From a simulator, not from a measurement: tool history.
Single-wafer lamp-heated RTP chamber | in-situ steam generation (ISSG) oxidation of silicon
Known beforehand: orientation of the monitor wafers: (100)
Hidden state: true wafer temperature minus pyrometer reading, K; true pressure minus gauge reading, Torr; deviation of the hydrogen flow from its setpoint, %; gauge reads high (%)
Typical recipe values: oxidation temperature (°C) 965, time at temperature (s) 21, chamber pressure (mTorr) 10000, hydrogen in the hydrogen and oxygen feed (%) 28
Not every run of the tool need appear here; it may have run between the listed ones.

| run | day | oxidation temperature (°C) | time at temperature (s) | chamber pressure (mTorr) | hydrogen in the hydrogen and oxygen feed (%) | wafers since the last listed run | wafers since the last pyrometer calibration | hours since the pressure gauge was zeroed | hours since the hydrogen flow controller was replaced | hours since the gauge calibration | read-back reference wafer on the same gauge, thickness | oxide thickness on the monitor wafer (nm) |
|---|---|---|---|---|---|---|---|---|---|---|---|---|
| 1 | 0.000 | 965 | 21 | 10000 | 25 | 0 | 1562 | 3013.2 | 2359.5 | 552.6 | 5.014 | 4.724 |
| 2 | 1.146 | 965 | 21 | 10000 | 25 | 325 | 1887 | 3040.7 | 2387.0 | 580.1 | 5.009 | 4.714 |
| 3 | 2.754 | 978 | 21 | 10000 | 28 | 456 | 2343 | 3079.3 | 2425.6 | 618.7 | 5.012 | 5.094 |
|  | 3.562 | pyrometer window cleaned and pyrometer calibrated |
| 4 | 5.671 | 978 | 21 | 10000 | 28 | 733 | 597 | 3149.3 | 2495.6 | 688.7 | 5.009 | 5.013 |
| 5 | 7.817 | 965 | 27 | 10000 | 28 | 608 | 1206 | 3200.8 | 2547.1 | 740.2 | 5.016 | 5.388 |
| 6 | 9.454 | 965 | 21 | 10000 | 28 | 464 | 1671 | 3240.1 | 2586.4 | 779.5 | 5.008 | 4.851 |
| 7 | 12.079 | 965 | 21 | 10000 | 28 | 744 | 2416 | 3303.1 | 2649.4 | 842.5 | 5.009 | 4.828 |
|  | 12.925 | pyrometer window cleaned and pyrometer calibrated |
| 8 | 14.021 | 965 | 21 | 10000 | 28 | 456 | 310 | 3349.7 | 2696.0 | 889.1 | 5.005 | 4.887 |
|  | 14.958 | pressure gauge zeroed |
| 9 | 15.379 | 965 | 21 | 10000 | 28 | 290 | 601 | 10.1 | 2728.6 | 921.7 | 5.009 | 4.931 |
| 10 | 16.771 | 965 | 21 | 10000 | 28 | 394 | 996 | 43.5 | 2762.0 | 955.1 | 5.013 | 4.970 |
| 11 | 18.554 | 965 | 25 | 10000 | 28 | 506 | 1502 | 86.3 | 2804.8 | 997.9 | 5.002 | 5.339 |
|  | 18.629 | gauge calibrated |
|  | 21.867 | hydrogen flow controller replaced |
|  | 22.088 | pyrometer window cleaned and pyrometer calibrated, repeated, since the last time left the tool worse |
| 12 | 22.596 | 965 | 21 | 10200 | 28 | 989 | 144 | 183.3 | 17.5 | 95.2 | 5.006 | 4.766 |
| 13 | 23.700 | 965 | 21 | 10000 | 28 | 313 | 457 | 209.8 | 44.0 | 121.7 | 5.010 | 4.800 |
| 14 | 25.596 | 945 | 21 | 10000 | 28 | 537 | 995 | 255.3 | 89.5 | 167.2 | 5.010 | 4.537 |
| 15 | 27.712 | 965 | 21 | 10000 | 28 | 600 | 1596 | 306.1 | 140.3 | 218.0 | 5.010 | 4.805 |
| 16 | 29.954 | 965 | 18 | 10000 | 28 | 636 | 2232 | 359.9 | 194.1 | 271.8 | 5.014 | 4.541 |
|  | 31.658 | pyrometer window cleaned and pyrometer calibrated |
| 17 | 33.875 | 965 | 21 | 10000 | 28 | 1017 | 628 | 454.0 | 288.2 | 365.9 | 5.008 | 4.817 |
| 18 | 34.879 | 954 | 21 | 9000 | 28 | 284 | 913 | 478.1 | 312.3 | 390.0 | 5.006 | 4.732 |
| 19 | 36.562 | 972 | 21 | 10200 | 28 | 477 | 1390 | 518.5 | 352.7 | 430.4 | 5.008 | 4.921 |
| 20 | 39.125 | 952 | 29 | 8600 | 25 | 727 | 2118 | 580.0 | 414.2 | 491.9 | 5.010 | 5.314 |
|  | 39.625 | pyrometer window cleaned and pyrometer calibrated |
| 21 | 41.542 | 980 | 21 | 10000 | 28 | 591 | 544 | 638.0 | 472.2 | 549.9 | 5.010 | 5.077 |
| 22 | 43.117 | 965 | 21 | 10000 | 28 | 446 | 991 | 675.8 | 510.0 | 587.7 | 5.009 | 4.835 |
| 23 | 44.250 | 960 | 21 | 10000 | 32 | 321 | 1312 | 703.0 | 537.2 | 614.9 | 5.006 | 4.936 |

What the log doesn't show, run by run:
true pressure minus gauge reading, Torr: 0 at every run
deviation of the hydrogen flow from its setpoint, %: 0 at every run
gauge reads high (%): 0 at every run
H1: true wafer temperature minus pyrometer reading, K
| run | H1 |
|---|---|
| 1 | 4.48 |
| 2 | 4.73 |
| 3 | 4.95 |
| 4 | 2.65 |
| 5 | 3.92 |
| 6 | 4.42 |
| 7 | 4.82 |
| 8 | 9.78 |
| 9 | 11.1 |
| 10 | 11.9 |
| 11 | 12.5 |
| 12 | 1.19 |
| 13 | 2.5 |
| 14 | 3.87 |
| 15 | 4.65 |
| 16 | 5.04 |
| 17 | 3.12 |
| 18 | 3.8 |
| 19 | 4.53 |
| 20 | 5.08 |
| 21 | 2.84 |
| 22 | 3.92 |
| 23 | 4.41 |
